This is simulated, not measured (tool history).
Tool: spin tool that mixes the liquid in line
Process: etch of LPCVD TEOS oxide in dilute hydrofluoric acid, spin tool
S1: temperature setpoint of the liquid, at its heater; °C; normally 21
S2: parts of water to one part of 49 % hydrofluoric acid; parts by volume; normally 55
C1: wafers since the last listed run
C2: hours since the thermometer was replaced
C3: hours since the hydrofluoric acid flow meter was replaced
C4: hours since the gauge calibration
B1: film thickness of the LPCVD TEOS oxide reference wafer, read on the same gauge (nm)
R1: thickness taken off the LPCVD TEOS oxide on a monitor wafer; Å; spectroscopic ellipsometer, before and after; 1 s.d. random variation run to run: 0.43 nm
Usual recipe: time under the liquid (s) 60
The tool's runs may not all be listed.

run 1 hour=0 | S1=21 S2=55 time_under_the_liquid_(s)=60 | C1=0 C2=1285.7 C3=2429 C4=506.8 | B1=100.01 | R1=476.1
run 2 hour=26.5 | S1=21 S2=55 time_under_the_liquid_(s)=60 | C1=401 C2=1312.2 C3=2455.5 C4=533.3 | B1=99.98 | R1=463
run 3 hour=52.1 | S1=21 S2=55 time_under_the_liquid_(s)=60 | C1=388 C2=1337.8 C3=2481.1 C4=558.9 | B1=100.04 | R1=470.9
run 4 hour=74.4 | S1=21 S2=55 time_under_the_liquid_(s)=85 | C1=338 C2=1360.1 C3=2503.4 C4=581.2 | B1=99.99 | R1=660.8
run 5 hour=101.3 | S1=21 S2=55 time_under_the_liquid_(s)=85 | C1=407 C2=1387 C3=2530.3 C4=608.1 | B1=100 | R1=657.8
run 6 hour=117.9 | S1=21 S2=40 time_under_the_liquid_(s)=60 | C1=251 C2=1403.6 C3=2546.9 C4=624.7 | B1=100.03 | R1=651.6
run 7 hour=136.9 | S1=21 S2=40 time_under_the_liquid_(s)=60 | C1=287 C2=1422.6 C3=2565.9 C4=643.7 | B1=99.97 | R1=646.3
run 8 hour=155.9 | S1=21 S2=55 time_under_the_liquid_(s)=45 | C1=287 C2=1441.6 C3=2584.9 C4=662.7 | B1=100.01 | R1=351.3
run 9 hour=180.4 | S1=21 S2=55 time_under_the_liquid_(s)=45 | C1=371 C2=1466.1 C3=2609.4 C4=687.2 | B1=99.94 | R1=353.9
-- hour=181.7 hydrofluoric acid flow meter replaced
-- hour=187.9 gauge calibrated
run 10 hour=198.1 | S1=18.5 S2=40 time_under_the_liquid_(s)=60 | C1=253 C2=1483.8 C3=16.4 C4=10.2 | B1=100 | R1=574.1
run 11 hour=218 | S1=17 S2=80 time_under_the_liquid_(s)=60 | C1=301 C2=1503.7 C3=36.3 C4=30.1 | B1=100.01 | R1=262.8
-- hour=239.1 thermometer replaced
run 12 hour=321.4 | S1=24 S2=40 time_under_the_liquid_(s)=40 | C1=1552 C2=82.3 C3=139.7 C4=133.5 | B1=100.02 | R1=546.6
run 13 hour=354.5 | S1=21 S2=55 time_under_the_liquid_(s)=60 | C1=501 C2=115.4 C3=172.8 C4=166.6 | B1=100.03 | R1=512
run 14 hour=383.9 | S1=21 S2=55 time_under_the_liquid_(s)=60 | C1=445 C2=144.8 C3=202.2 C4=196 | B1=100.02 | R1=506
run 15 hour=398.8 | S1=21 S2=70 time_under_the_liquid_(s)=60 | C1=225 C2=159.7 C3=217.1 C4=210.9 | B1=99.94 | R1=396.3
run 16 hour=418.9 | S1=21 S2=75 time_under_the_liquid_(s)=60 | C1=304 C2=179.8 C3=237.2 C4=231 | B1=99.96 | R1=368.1
run 17 hour=450.2 | S1=21 S2=35 time_under_the_liquid_(s)=25 | C1=474 C2=211.1 C3=268.5 C4=262.3 | B1=100 | R1=339.7
run 18 hour=546.3 | S1=21 S2=45 time_under_the_liquid_(s)=60 | C1=1456 C2=307.2 C3=364.6 C4=358.4 | B1=100.03 | R1=614
run 19 hour=573.3 | S1=24 S2=30 time_under_the_liquid_(s)=95 | C1=409 C2=334.2 C3=391.6 C4=385.4 | B1=100.01 | R1=1740

Consider 3 possible next runs. They are alternatives, not a sequence: every one starts from the tool as it was left by run 19. What does each give?
run A hour=573.7 | S1=21 S2=55 time_under_the_liquid_(s)=60 | C1=6 C2=334.6 C3=392 C4=385.8 | B1=? | R1=?
run B hour=573.7 | S1=17.5 S2=85 time_under_the_liquid_(s)=50 | C1=6 C2=334.6 C3=392 C4=385.8 | B1=? | R1=?
run C hour=573.7 | S1=24.5 S2=40 time_under_the_liquid_(s)=40 | C1=6 C2=334.6 C3=392 C4=385.8 | B1=? | R1=?

run=A B1=99.99 R1=513.6
run=B B1=99.99 R1=230.8
run=C B1=99.99 R1=555.5
Without the tool's unlogged condition, the same runs would have read:
run=A R1=525.2
run=B R1=236.1
run=C R1=567.8
